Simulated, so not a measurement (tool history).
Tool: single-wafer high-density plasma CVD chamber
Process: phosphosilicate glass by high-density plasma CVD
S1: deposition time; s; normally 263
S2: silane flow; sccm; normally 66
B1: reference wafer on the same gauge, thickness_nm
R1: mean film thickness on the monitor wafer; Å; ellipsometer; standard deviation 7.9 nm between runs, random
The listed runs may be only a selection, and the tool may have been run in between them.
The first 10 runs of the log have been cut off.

run	hour	S1	S2	B1	R1
11	1075.8	263	66	1581.921	16744.52
12	1155.9	263	66	1580.617	16721.24
13	1214.2	263	66	1580.457	16560.03
14	1268.5	263	66	1578.511	16541.09
15	1328.9	263	66	1576.836	16427.64
16	1423.0	263	66	1579.354	16649.19
17	1486.1	288	66	1579.745	17981.09
18	1546.6	284	66	1582.451	17752.60
# hour 1655.3: silane flow controller replaced
19	1799.3	216	59	1579.604	12815.66
20	1893.0	296	54	1581.830	16218.01
21	1985.0	223	63	1577.776	14029.03
22	2052.1	263	66	1579.959	17192.35
23	2286.7	263	66	1579.515	17223.93
24	2368.0	231	66	1580.746	15241.13
25	2450.7	263	57	1579.287	15027.93
26	2516.0	287	76	1579.396	21255.03
27	2570.1	284	66	1580.867	18605.42
28	2611.7	289	66	1579.826	18933.63
29	2681.5	232	72	1581.078	16315.25
30	2760.4	241	78	1580.571	18504.58
# hour 2763.5: gauge calibrated
31	2800.8	263	72	1579.365	18669.34
32	2861.3	263	66	1581.405	17250.63

3 options for the next run, each taken on its own from the tool as it stands now. Forecast them:
A	2861.8	263	70	?	?
B	2861.8	215	77	?	?
C	2861.8	231	70	?	?

run	B1	R1
A	1579.742	18183.55
B	1579.742	16221.44
C	1579.742	15971.10
Take away the tool's hidden state, keep each run's random variation, and the runs would have read:
run	R1
A	18293.85
B	16319.84
C	16067.98

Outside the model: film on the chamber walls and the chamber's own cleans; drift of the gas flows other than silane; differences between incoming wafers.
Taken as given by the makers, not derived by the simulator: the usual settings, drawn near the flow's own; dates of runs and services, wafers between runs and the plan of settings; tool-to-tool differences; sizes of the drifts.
